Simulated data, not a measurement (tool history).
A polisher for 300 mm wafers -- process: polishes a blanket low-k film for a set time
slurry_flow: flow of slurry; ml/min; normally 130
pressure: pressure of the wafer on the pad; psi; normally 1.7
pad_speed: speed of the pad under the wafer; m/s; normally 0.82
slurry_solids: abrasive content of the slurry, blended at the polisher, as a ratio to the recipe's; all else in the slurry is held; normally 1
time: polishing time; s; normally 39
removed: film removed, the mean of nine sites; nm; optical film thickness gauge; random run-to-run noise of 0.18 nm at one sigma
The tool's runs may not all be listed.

run,hour,slurry_flow,pressure,pad_speed,slurry_solids,time,wafers since the last listed run,wafers polished on this pad,hours since the slurry nozzle was cleaned,hours since the head pressure was calibrated,hours since the slurry blender was calibrated,hours since the conditioning disc was replaced,"incoming thickness of the incoming film, nm",removed
1,0,130,1.7,0.82,1,39,0,1989,457.4,315.6,468.8,40.4,619.1,13.4
# hour 86.4: slurry blender recalibrated
2,105.9,130,1.7,0.82,1,39,1003,2993,563.3,421.5,19.5,146.3,619.1,13.4
3,181.4,130,1.7,0.82,1,39,729,3722,638.8,497,95,221.8,632.2,13.3
4,241.1,130,1.7,0.82,0.8,39,576,4299,698.5,556.7,154.7,281.5,620.8,12
5,287.2,130,1.7,0.82,0.8,39,445,4744,744.6,602.8,200.8,327.6,622.1,11.9
6,340.8,130,1.4,0.82,1,39,517,5262,798.2,656.4,254.4,381.2,623.6,10.7
7,386.9,165,1.7,0.82,0.9,29,445,5707,844.3,702.5,300.5,427.3,627,9.5
# hour 401.2: slurry nozzle cleaned
# hour 472.8: worn pad replaced by a new one
8,503.1,130,2.1,0.64,1.15,44,1074,292,101.9,818.7,416.7,543.5,623.7,15.2
# hour 570.3: conditioning disc replaced and pad reconditioned
9,598.6,130,1.7,0.54,0.9,50,903,1195,197.4,914.2,512.2,28.3,626.8,11.7
10,669.1,130,1.7,0.82,1.15,39,680,1876,267.9,984.7,582.7,98.8,615.5,14.5
# hour 672.8: slurry blender recalibrated
11,717.6,130,1.7,0.82,1,39,449,2325,316.4,1033.2,44.8,147.3,609.3,13.5
12,769.1,115,1.7,0.64,1.2,39,497,2823,367.9,1084.7,96.3,198.8,624.9,11.8
13,818,100,1.7,0.98,1,43,472,3295,416.8,1133.6,145.2,247.7,629,15.7
# hour 830.9: head pressure recalibrated
14,901.4,150,2,0.54,1,39,786,4081,500.2,70.5,228.6,331.1,613.2,11.3
15,970.4,130,1.7,0.82,1,39,666,4748,569.2,139.5,297.6,400.1,624.5,12.9
16,1027.2,130,1.7,0.62,1.25,39,548,5296,626,196.3,354.4,456.9,608.7,11.4
# hour 1048.4: worn pad replaced by a new one
17,1083.3,130,1.7,0.82,1,39,503,336,682.1,252.4,410.5,513,627,12.8
# hour 1110.7: slurry nozzle cleaned
18,1125.2,165,1.7,0.92,1,39,395,731,14.5,294.3,452.4,554.9,628,14.2
19,1184.8,165,2.3,0.66,0.85,39,575,1307,74.1,353.9,512,614.5,617.6,13.3
# hour 1210.7: slurry blender recalibrated
20,1240.7,155,2.2,0.82,0.8,39,520,1828,130,409.8,30,670.4,619.3,14.2
# hour 1244.2: conditioning disc replaced and pad reconditioned
21,1301.6,130,1.7,0.82,1.1,31,568,2397,190.9,470.7,90.9,57.4,624.7,11.2
22,1355.1,90,1.7,0.82,1,26,516,2913,244.4,524.2,144.4,110.9,631.8,8.6
23,1458,130,1.7,0.82,1,39,993,3907,347.3,627.1,247.3,213.8,614,13.3
24,1549.4,130,1.5,0.82,1,39,882,4790,438.7,718.5,338.7,305.2,617.7,11.8
25,1654.1,130,1.7,0.82,1,39,1011,5802,543.4,823.2,443.4,409.9,622.8,13
# hour 1706.2: worn pad replaced by a new one
26,1761.9,130,2,0.56,0.85,33,1002,538,651.2,931,551.2,517.7,616.1,8.8

What if the next run were any one of these 3? Each begins from the tool's condition after run 26:
A,1762.3,130,1.7,0.82,1,39,3,542,651.6,931.4,551.6,518.1,618.6,?
B,1762.3,130,1.7,1,0.8,44,3,542,651.6,931.4,551.6,518.1,618.6,?
C,1762.3,130,2.3,0.82,1,39,3,542,651.6,931.4,551.6,518.1,618.6,?

run,removed
A,12.8
B,15.1
C,17
Had the tool no hidden state, the same runs would have come out as:
run,removed
A,13.6
B,16.3
C,18.4
